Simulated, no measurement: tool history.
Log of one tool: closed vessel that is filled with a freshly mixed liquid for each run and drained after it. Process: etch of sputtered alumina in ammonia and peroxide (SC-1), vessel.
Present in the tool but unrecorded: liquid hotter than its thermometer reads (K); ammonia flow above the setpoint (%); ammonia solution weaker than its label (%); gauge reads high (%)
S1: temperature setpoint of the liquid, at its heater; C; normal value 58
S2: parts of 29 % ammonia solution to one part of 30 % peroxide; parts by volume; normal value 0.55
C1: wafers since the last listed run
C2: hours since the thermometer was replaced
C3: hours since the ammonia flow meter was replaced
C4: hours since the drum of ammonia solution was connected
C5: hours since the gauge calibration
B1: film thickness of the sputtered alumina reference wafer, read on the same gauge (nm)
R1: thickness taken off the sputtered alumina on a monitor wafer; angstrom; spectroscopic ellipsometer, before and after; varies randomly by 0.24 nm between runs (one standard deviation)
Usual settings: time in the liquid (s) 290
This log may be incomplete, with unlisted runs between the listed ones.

Run 1, hour 0: usual settings; C1 0; C2 1411.6; C3 694.7; C4 389.7; C5 2439.2; B1 130. Result: R1 336.1 angstrom.
At hour 122.4: ammonia flow meter replaced.
At hour 261.7: new drum of ammonia solution connected.
Run 2, hour 268: usual settings; C1 19662; C2 1679.6; C3 145.6; C4 6.3; C5 2707.2; B1 130.02. Result: R1 335.5 angstrom.
Run 3, hour 372.4: usual settings; C1 7717; C2 1784; C3 250; C4 110.7; C5 2811.6; B1 130.01. Result: R1 338.5 angstrom.
Run 4, hour 424.1: usual settings; C1 3821; C2 1835.7; C3 301.7; C4 162.4; C5 2863.3; B1 130. Result: R1 339.4 angstrom.
Run 5, hour 526.1: usual settings but S2 0.6 parts by volume; C1 7539; C2 1937.7; C3 403.7; C4 264.4; C5 2965.3; B1 130.01. Result: R1 343.4 angstrom.
Run 6, hour 572.3: usual settings but S2 0.6 parts by volume; C1 3415; C2 1983.9; C3 449.9; C4 310.6; C5 3011.5; B1 129.98. Result: R1 344 angstrom.
Run 7, hour 627.2: usual settings; C1 4058; C2 2038.8; C3 504.8; C4 365.5; C5 3066.4; B1 130.01. Result: R1 340.9 angstrom.
Run 8, hour 670.1: usual settings; C1 3171; C2 2081.7; C3 547.7; C4 408.4; C5 3109.3; B1 129.99. Result: R1 337.5 angstrom.
Run 9, hour 711.9: usual settings; C1 3089; C2 2123.5; C3 589.5; C4 450.2; C5 3151.1; B1 130. Result: R1 346.5 angstrom.
Run 10, hour 777: usual settings but time in the liquid (s) 395; C1 4812; C2 2188.6; C3 654.6; C4 515.3; C5 3216.2; B1 130.01. Result: R1 465.1 angstrom.
At hour 801.5: thermometer replaced.
Run 11, hour 888.9: usual settings but S1 52 C, time in the liquid (s) 135; C1 8197; C2 87.4; C3 766.5; C4 627.2; C5 3328.1; B1 130.01. Result: R1 106.9 angstrom.
At hour 902.7: ammonia flow meter replaced.
Run 12, hour 954.3: usual settings but S1 49.5 C, S2 0.7 parts by volume; C1 4760; C2 152.8; C3 51.6; C4 692.6; C5 3393.5; B1 130. Result: R1 205.7 angstrom.
At hour 976.6: new drum of ammonia solution connected.
Run 13, hour 1051.8: usual settings; C1 7133; C2 250.3; C3 149.1; C4 75.2; C5 3491; B1 130. Result: R1 320.8 angstrom.
At hour 1090.1: gauge calibrated.
Run 14, hour 1098.7: usual settings but S1 67 C, S2 0.85 parts by volume; C1 3466; C2 297.2; C3 196; C4 122.1; C5 8.6; B1 130. Result: R1 524.4 angstrom.
Run 15, hour 1174: usual settings but S1 49 C, S2 0.3 parts by volume, time in the liquid (s) 375; C1 5566; C2 372.5; C3 271.3; C4 197.4; C5 83.9; B1 130. Result: R1 241.1 angstrom.
Run 16, hour 1232.6: usual settings; C1 4331; C2 431.1; C3 329.9; C4 256; C5 142.5; B1 129.98. Result: R1 319.2 angstrom.
Run 17, hour 1286.8: usual settings but S2 0.85 parts by volume, time in the liquid (s) 380; C1 4006; C2 485.3; C3 384.1; C4 310.2; C5 196.7; B1 130.01. Result: R1 444.1 angstrom.
Run 18, hour 1383.4: usual settings; C1 7140; C2 581.9; C3 480.7; C4 406.8; C5 293.3; B1 130.01. Result: R1 320.9 angstrom.
At hour 1565.8: new drum of ammonia solution connected.
Run 19, hour 1658.4: usual settings but S1 48 C, S2 0.85 parts by volume, time in the liquid (s) 335; C1 20253; C2 856.9; C3 755.7; C4 92.6; C5 568.3; B1 130.01. Result: R1 232.2 angstrom.
Run 20, hour 1735.9: usual settings but S1 62 C, S2 0.7 parts by volume, time in the liquid (s) 440; C1 5728; C2 934.4; C3 833.2; C4 170.1; C5 645.8; B1 130.02. Result: R1 624.4 angstrom.
At hour 1804.1: ammonia flow meter replaced.
Run 21, hour 1810.9: usual settings; C1 5469; C2 1009.4; C3 6.8; C4 245.1; C5 720.8; B1 130.01. Result: R1 330.4 angstrom.
Run 22, hour 1900.2: usual settings but S1 61 C, S2 0.45 parts by volume, time in the liquid (s) 170; C1 6600; C2 1098.7; C3 96.1; C4 334.4; C5 810.1; B1 130.01. Result: R1 220.2 angstrom.
Run 23, hour 1973.8: usual settings but S2 0.75 parts by volume; C1 5440; C2 1172.3; C3 169.7; C4 408; C5 883.7; B1 129.99. Result: R1 339.5 angstrom.
Run 24, hour 2064.8: usual settings but S2 0.3 parts by volume, time in the liquid (s) 360; C1 6726; C2 1263.3; C3 260.7; C4 499; C5 974.7; B1 130. Result: R1 393.3 angstrom.
At hour 2157.1: new drum of ammonia solution connected.
Run 25, hour 2171.6: usual settings but S1 51 C, S2 0.3 parts by volume; C1 7820; C2 1370.1; C3 367.5; C4 14.5; C5 1081.5; B1 129.98. Result: R1 218.1 angstrom.
Run 26, hour 2384.7: usual settings but S1 54 C, S2 0.7 parts by volume, time in the liquid (s) 170; C1 15752; C2 1583.2; C3 580.6; C4 227.6; C5 1294.6; B1 130.02. Result: R1 164.5 angstrom.
Run 27, hour 2436.7: usual settings but S1 50 C, S2 0.7 parts by volume, time in the liquid (s) 415; C1 3843; C2 1635.2; C3 632.6; C4 279.6; C5 1346.6; B1 130.01. Result: R1 324.6 angstrom.

What if the next run were any one of these 5? Each begins from the tool's condition after run 27:
Run A, hour 2437.4: usual settings; C1 51; C2 1635.9; C3 633.3; C4 280.3; C5 1347.3; B1 ?. Result: R1 ?.
Run B, hour 2437.4: usual settings but S2 0.85 parts by volume; C1 51; C2 1635.9; C3 633.3; C4 280.3; C5 1347.3; B1 ?. Result: R1 ?.
Run C, hour 2437.4: usual settings but S1 65.5 C, S2 0.4 parts by volume; C1 51; C2 1635.9; C3 633.3; C4 280.3; C5 1347.3; B1 ?. Result: R1 ?.
Run D, hour 2437.4: usual settings but S1 62.5 C, S2 0.25 parts by volume, time in the liquid (s) 180; C1 51; C2 1635.9; C3 633.3; C4 280.3; C5 1347.3; B1 ?. Result: R1 ?.
Run E, hour 2437.4: usual settings but S1 63 C, time in the liquid (s) 370; C1 51; C2 1635.9; C3 633.3; C4 280.3; C5 1347.3; B1 ?. Result: R1 ?.

run   B1     R1
  A  130  339.1
  B  130  353.4
  C  130  479.5
  D  130  245.4
  E  130  557.3
Stripped of hidden state, with their random variation kept, the same runs would have yielded:
run     R1
  A  311.5
  B  324.6
  C  442.3
  D    226
  E  513.4
